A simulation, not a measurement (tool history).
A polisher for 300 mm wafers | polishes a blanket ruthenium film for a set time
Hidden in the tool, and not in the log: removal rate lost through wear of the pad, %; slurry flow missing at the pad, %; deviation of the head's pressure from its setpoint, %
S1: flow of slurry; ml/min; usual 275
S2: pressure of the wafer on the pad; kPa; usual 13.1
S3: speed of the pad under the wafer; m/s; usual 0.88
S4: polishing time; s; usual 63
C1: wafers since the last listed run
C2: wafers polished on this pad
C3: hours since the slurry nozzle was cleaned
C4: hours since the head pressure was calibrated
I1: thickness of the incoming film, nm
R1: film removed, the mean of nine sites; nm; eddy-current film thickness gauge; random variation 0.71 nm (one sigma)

run 1 day=0.000 | S1=225 S2=13.1 S3=0.88 S4=63 | C1=0 C2=724 C3=489.1 C4=761.0 | I1=569.0 | R1=62.6
-- day=1.271 worn pad replaced by a new one
run 2 day=1.292 | S1=225 S2=13.1 S3=0.88 S4=63 | C1=328 C2=5 C3=520.1 C4=792.0 | I1=577.5 | R1=64.5
run 3 day=2.788 | S1=225 S2=13.1 S3=0.88 S4=63 | C1=436 C2=442 C3=556.0 C4=827.9 | I1=577.2 | R1=63.3
run 4 day=3.692 | S1=275 S2=13.1 S3=0.88 S4=63 | C1=264 C2=706 C3=577.7 C4=849.6 | I1=586.4 | R1=61.9
-- day=5.083 worn pad replaced by a new one
run 5 day=5.104 | S1=275 S2=11.7 S3=0.88 S4=63 | C1=363 C2=6 C3=611.6 C4=883.5 | I1=575.1 | R1=57.2
run 6 day=5.742 | S1=275 S2=11.7 S3=0.88 S4=63 | C1=186 C2=192 C3=626.9 C4=898.8 | I1=581.2 | R1=57.9
run 7 day=6.258 | S1=275 S2=11.7 S3=0.88 S4=63 | C1=150 C2=343 C3=639.3 C4=911.2 | I1=583.5 | R1=56.4
run 8 day=7.321 | S1=275 S2=13.1 S3=0.66 S4=63 | C1=310 C2=653 C3=664.8 C4=936.7 | I1=574.9 | R1=49.9
run 9 day=8.325 | S1=275 S2=13.1 S3=0.66 S4=63 | C1=293 C2=946 C3=688.9 C4=960.8 | I1=571.3 | R1=48.2
-- day=9.388 worn pad replaced by a new one
run 10 day=9.696 | S1=275 S2=10.3 S3=0.60 S4=69 | C1=351 C2=90 C3=721.8 C4=993.7 | I1=580.2 | R1=41.1
run 11 day=10.575 | S1=275 S2=16.5 S3=0.88 S4=70 | C1=256 C2=347 C3=742.9 C4=1014.8 | I1=587.3 | R1=87.6
run 12 day=11.125 | S1=275 S2=13.1 S3=0.68 S4=83 | C1=160 C2=507 C3=756.1 C4=1028.0 | I1=576.0 | R1=69.0
run 13 day=12.583 | S1=275 S2=9.0 S3=1.12 S4=72 | C1=425 C2=933 C3=791.1 C4=1063.0 | I1=580.1 | R1=54.8
run 14 day=13.825 | S1=275 S2=13.1 S3=0.88 S4=50 | C1=362 C2=1296 C3=820.9 C4=1092.8 | I1=574.6 | R1=42.8
-- day=14.179 head pressure recalibrated
-- day=14.242 worn pad replaced by a new one
-- day=14.388 slurry nozzle cleaned
run 15 day=15.292 | S1=275 S2=13.1 S3=0.88 S4=50 | C1=373 C2=294 C3=21.7 C4=26.7 | I1=576.9 | R1=55.5
run 16 day=16.579 | S1=240 S2=9.0 S3=0.98 S4=84 | C1=376 C2=670 C3=52.6 C4=57.6 | I1=581.1 | R1=66.4
run 17 day=17.321 | S1=335 S2=13.1 S3=0.88 S4=63 | C1=216 C2=887 C3=70.4 C4=75.4 | I1=575.2 | R1=67.2
run 18 day=18.675 | S1=275 S2=13.1 S3=0.88 S4=63 | C1=395 C2=1282 C3=102.9 C4=107.9 | I1=582.6 | R1=61.2
-- day=19.221 worn pad replaced by a new one
run 19 day=19.546 | S1=275 S2=17.2 S3=0.66 S4=63 | C1=205 C2=95 C3=123.8 C4=128.8 | I1=577.3 | R1=73.2

Forecast each of these 3 alternatives for the next run:
run A day=19.562 | S1=360 S2=13.1 S3=0.88 S4=63 | C1=4 C2=100 C3=124.2 C4=129.2 | I1=580.0 | R1=?
run B day=19.562 | S1=275 S2=13.1 S3=0.64 S4=76 | C1=4 C2=100 C3=124.2 C4=129.2 | I1=580.0 | R1=?
run C day=19.562 | S1=275 S2=16.5 S3=0.68 S4=63 | C1=4 C2=100 C3=124.2 C4=129.2 | I1=580.0 | R1=?

run=A R1=70.6
run=B R1=66.0
run=C R1=72.1
Without the tool's hidden state the same runs would have given:
run=A R1=71.7
run=B R1=67.0
run=C R1=73.2

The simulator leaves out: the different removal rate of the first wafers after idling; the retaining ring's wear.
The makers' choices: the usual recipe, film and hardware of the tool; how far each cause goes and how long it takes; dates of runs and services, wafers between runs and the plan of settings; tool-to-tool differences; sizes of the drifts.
